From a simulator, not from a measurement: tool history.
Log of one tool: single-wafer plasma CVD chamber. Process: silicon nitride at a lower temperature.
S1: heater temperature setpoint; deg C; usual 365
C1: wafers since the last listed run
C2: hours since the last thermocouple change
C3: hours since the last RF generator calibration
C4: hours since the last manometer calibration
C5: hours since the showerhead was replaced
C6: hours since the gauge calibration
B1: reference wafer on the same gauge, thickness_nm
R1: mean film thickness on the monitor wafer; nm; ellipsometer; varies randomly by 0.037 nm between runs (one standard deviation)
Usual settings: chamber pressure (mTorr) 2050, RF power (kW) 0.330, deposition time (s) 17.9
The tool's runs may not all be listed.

Run 1, hour 0.0: usual settings but chamber pressure (mTorr) 1790; C1 0; C2 1180.6; C3 1490.4; C4 2267.9; C5 2973.4; C6 239.3; B1 28.723. Result: R1 23.105 nm.
Run 2, hour 28.7: usual settings; C1 672; C2 1209.3; C3 1519.1; C4 2296.6; C5 3002.1; C6 268.0; B1 28.724. Result: R1 23.555 nm.
Run 3, hour 42.6: usual settings; C1 325; C2 1223.2; C3 1533.0; C4 2310.5; C5 3016.0; C6 281.9; B1 28.719. Result: R1 23.512 nm.
Run 4, hour 73.4: usual settings; C1 721; C2 1254.0; C3 1563.8; C4 2341.3; C5 3046.8; C6 312.7; B1 28.686. Result: R1 23.518 nm.
Run 5, hour 94.3: usual settings; C1 489; C2 1274.9; C3 1584.7; C4 2362.2; C5 3067.7; C6 333.6; B1 28.707. Result: R1 23.457 nm.
Run 6, hour 119.5: usual settings; C1 590; C2 1300.1; C3 1609.9; C4 2387.4; C5 3092.9; C6 358.8; B1 28.704. Result: R1 23.508 nm.
Run 7, hour 132.0: usual settings but chamber pressure (mTorr) 1800, deposition time (s) 17.0; C1 292; C2 1312.6; C3 1622.4; C4 2399.9; C5 3105.4; C6 371.3; B1 28.698. Result: R1 21.928 nm.
Run 8, hour 159.8: usual settings but chamber pressure (mTorr) 1800, deposition time (s) 17.0; C1 651; C2 1340.4; C3 1650.2; C4 2427.7; C5 3133.2; C6 399.1; B1 28.692. Result: R1 21.950 nm.
Run 9, hour 191.8: usual settings but chamber pressure (mTorr) 1800, deposition time (s) 17.0; C1 749; C2 1372.4; C3 1682.2; C4 2459.7; C5 3165.2; C6 431.1; B1 28.713. Result: R1 21.934 nm.
At hour 205.1: capacitance manometer re-zeroed and calibrated.
At hour 215.8: thermocouple changed; heater temperature recalibrated.
Run 10, hour 217.0: usual settings; C1 215; C2 1.2; C3 1707.4; C4 11.9; C5 3190.4; C6 456.3; B1 28.691. Result: R1 23.516 nm.
At hour 228.2: gauge calibrated.
At hour 238.5: RF generator calibrated.
At hour 244.1: showerhead replaced.
Run 11, hour 244.6: usual settings; C1 328; C2 28.8; C3 6.1; C4 39.5; C5 0.5; C6 16.4; B1 28.693. Result: R1 24.565 nm.
Run 12, hour 260.6: usual settings; C1 374; C2 44.8; C3 22.1; C4 55.5; C5 16.5; C6 32.4; B1 28.703. Result: R1 24.479 nm.
Run 13, hour 292.8: usual settings but S1 374 deg C, chamber pressure (mTorr) 1610, deposition time (s) 19.1; C1 754; C2 77.0; C3 54.3; C4 87.7; C5 48.7; C6 64.6; B1 28.693. Result: R1 25.142 nm.
Run 14, hour 306.9: usual settings but S1 375 deg C, RF power (kW) 0.365, deposition time (s) 21.1; C1 330; C2 91.1; C3 68.4; C4 101.8; C5 62.8; C6 78.7; B1 28.696. Result: R1 30.412 nm.
Run 15, hour 336.2: usual settings; C1 686; C2 120.4; C3 97.7; C4 131.1; C5 92.1; C6 108.0; B1 28.699. Result: R1 24.390 nm.
Run 16, hour 349.9: usual settings; C1 321; C2 134.1; C3 111.4; C4 144.8; C5 105.8; C6 121.7; B1 28.705. Result: R1 24.458 nm.
Run 17, hour 379.1: usual settings; C1 684; C2 163.3; C3 140.6; C4 174.0; C5 135.0; C6 150.9; B1 28.705. Result: R1 24.351 nm.
Run 18, hour 402.1: usual settings; C1 538; C2 186.3; C3 163.6; C4 197.0; C5 158.0; C6 173.9; B1 28.691. Result: R1 24.373 nm.
Run 19, hour 420.7: usual settings but S1 360 deg C, deposition time (s) 20.9; C1 435; C2 204.9; C3 182.2; C4 215.6; C5 176.6; C6 192.5; B1 28.705. Result: R1 28.489 nm.
Run 20, hour 440.5: usual settings but chamber pressure (mTorr) 2230; C1 463; C2 224.7; C3 202.0; C4 235.4; C5 196.4; C6 212.3; B1 28.696. Result: R1 24.536 nm.
Run 21, hour 476.1: usual settings but S1 379 deg C; C1 834; C2 260.3; C3 237.6; C4 271.0; C5 232.0; C6 247.9; B1 28.679. Result: R1 24.086 nm.
Run 22, hour 497.9: usual settings but RF power (kW) 0.395, deposition time (s) 16.8; C1 510; C2 282.1; C3 259.4; C4 292.8; C5 253.8; C6 269.7; B1 28.715. Result: R1 25.032 nm.
Run 23, hour 532.4: usual settings but RF power (kW) 0.380; C1 808; C2 316.6; C3 293.9; C4 327.3; C5 288.3; C6 304.2; B1 28.677. Result: R1 26.049 nm.
Run 24, hour 562.7: usual settings but RF power (kW) 0.385, deposition time (s) 19.1; C1 710; C2 346.9; C3 324.2; C4 357.6; C5 318.6; C6 334.5; B1 28.707. Result: R1 27.932 nm.

4 ways to go on from here, each from the tool as it stands after run 24. What would each give?
Run A, hour 563.1: usual settings; C1 9; C2 347.3; C3 324.6; C4 358.0; C5 319.0; C6 334.9; B1 ?. Result: R1 ?.
Run B, hour 563.1: usual settings but RF power (kW) 0.275, deposition time (s) 15.3; C1 9; C2 347.3; C3 324.6; C4 358.0; C5 319.0; C6 334.9; B1 ?. Result: R1 ?.
Run C, hour 563.1: usual settings but RF power (kW) 0.375, deposition time (s) 16.4; C1 9; C2 347.3; C3 324.6; C4 358.0; C5 319.0; C6 334.9; B1 ?. Result: R1 ?.
Run D, hour 563.1: usual settings but S1 357 deg C, deposition time (s) 15.5; C1 9; C2 347.3; C3 324.6; C4 358.0; C5 319.0; C6 334.9; B1 ?. Result: R1 ?.

run      B1      R1
  A  28.700  24.126
  B  28.700  18.674
  C  28.700  23.683
  D  28.700  20.955
Without the tool's hidden state the same runs would have given:
run      R1
  A  24.699
  B  19.129
  C  24.223
  D  21.453
